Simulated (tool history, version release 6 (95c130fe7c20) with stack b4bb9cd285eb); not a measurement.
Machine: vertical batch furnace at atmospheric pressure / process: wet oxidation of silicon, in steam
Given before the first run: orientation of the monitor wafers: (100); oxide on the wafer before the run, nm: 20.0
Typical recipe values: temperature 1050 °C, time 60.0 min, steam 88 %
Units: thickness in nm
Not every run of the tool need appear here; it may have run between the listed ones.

run     day  temperature  time  steam  wafers since the last listed run  hours since the last temperature calibration  hours since the steam generator was serviced  hours since the gauge calibration  read-back reference wafer on the same gauge, thickness  thickness
  1   0.000         1050  81.5     88                                 0                                        1130.4                                        2949.1                             1306.2                                                  551.88     652.86
  2   2.562         1070  60.0     88                               946                                        1191.9                                        3010.6                             1367.7                                                  551.95     603.14
  3   4.658         1070  60.0     88                               773                                        1242.2                                        3060.9                             1418.0                                                  553.24     598.92
  4   7.192         1050  53.5     88                               935                                        1303.0                                        3121.7                             1478.8                                                  551.29     510.07
  5   8.583         1050  41.0     96                               513                                        1336.4                                        3155.1                             1512.2                                                  551.23     453.63
  6  11.446         1050  60.0     84                              1056                                        1405.1                                        3223.8                             1580.9                                                  553.15     530.85
  7  19.912         1050  60.0     84                              3126                                        1608.3                                        3427.0                             1784.1                                                  551.96     527.38
  8  21.562         1050  60.0     84                               609                                        1647.9                                        3466.6                             1823.7                                                  552.05     524.73
  9  22.571         1050  60.0     88                               372                                        1672.1                                        3490.8                             1847.9                                                  552.98     539.82
     23.642  -- gauge calibrated
     23.646  -- thermocouples replaced and temperature profile calibrated
 10  27.254         1050  60.0     88                              1360                                          86.6                                        3603.2                               86.7                                                  552.73     536.88
 11  28.592         1050  60.0     88                               493                                         118.7                                        3635.3                              118.8                                                  551.82     540.99
 12  30.250         1050  60.0     88                               612                                         158.5                                        3675.1                              158.6                                                  551.81     544.69
 13  31.712         1050  60.0     88                               540                                         193.6                                        3710.2                              193.7                                                  552.60     539.24
 14  34.479         1050  60.0     88                              1021                                         260.0                                        3776.6                              260.1                                                  551.34     540.80
 15  35.917         1050  60.0     88                               530                                         294.5                                        3811.1                              294.6                                                  550.47     543.25
 16  37.650         1050  60.0     88                               640                                         336.1                                        3852.7                              336.2                                                  551.64     541.37
 17  39.046         1050  60.0     88                               515                                         369.6                                        3886.2                              369.7                                                  551.40     540.62
 18  40.829         1057  60.0     92                               658                                         412.4                                        3929.0                              412.5                                                  553.68     572.23
 19  43.088         1066  60.0     97                               833                                         466.6                                        3983.2                              466.7                                                  552.85     617.29
 20  45.921         1050  50.0     78                              1046                                         534.6                                        4051.2                              534.7                                                  552.76     448.88
 21  48.046         1033  60.0     82                               784                                         585.6                                        4102.2                              585.7                                                  551.89     471.37
     50.617  -- steam generator serviced
 22  50.683         1050  60.0     88                               604                                         648.9                                           1.6                              649.0                                                  551.97     572.13
 23  52.871         1058  88.0     88                               807                                         701.4                                          54.1                              701.5                                                  550.32     744.97
 24  53.962         1050  60.0     88                               403                                         727.6                                          80.3                              727.7                                                  552.87     564.57
 25  56.538         1073  80.0     88                               950                                         789.4                                         142.1                              789.5                                                  550.86     748.27
 26  57.833         1070  60.0     88                               478                                         820.5                                         173.2                              820.6                                                  550.89     626.26
 27  59.888         1060  75.5     77                               758                                         869.8                                         222.5                              869.9                                                  551.14     624.33
 28  62.083         1050  60.0     88                               810                                         922.5                                         275.2                              922.6                                                  552.95     562.23
 29  64.667         1050  53.5     88                               953                                         984.5                                         337.2                              984.6                                                  551.95     525.27

Run 30 has not been measured yet. What should we expect?
 30  66.708         1050  60.0     96                               753                                        1033.5                                         386.2                             1033.6                                                       ?          ?

read-back reference wafer on the same gauge, thickness: 551.29
thickness: 589.19 nm
Take away the tool's hidden state, keep the run-to-run variation as it was, and the same run would have given thickness 597.23 nm.
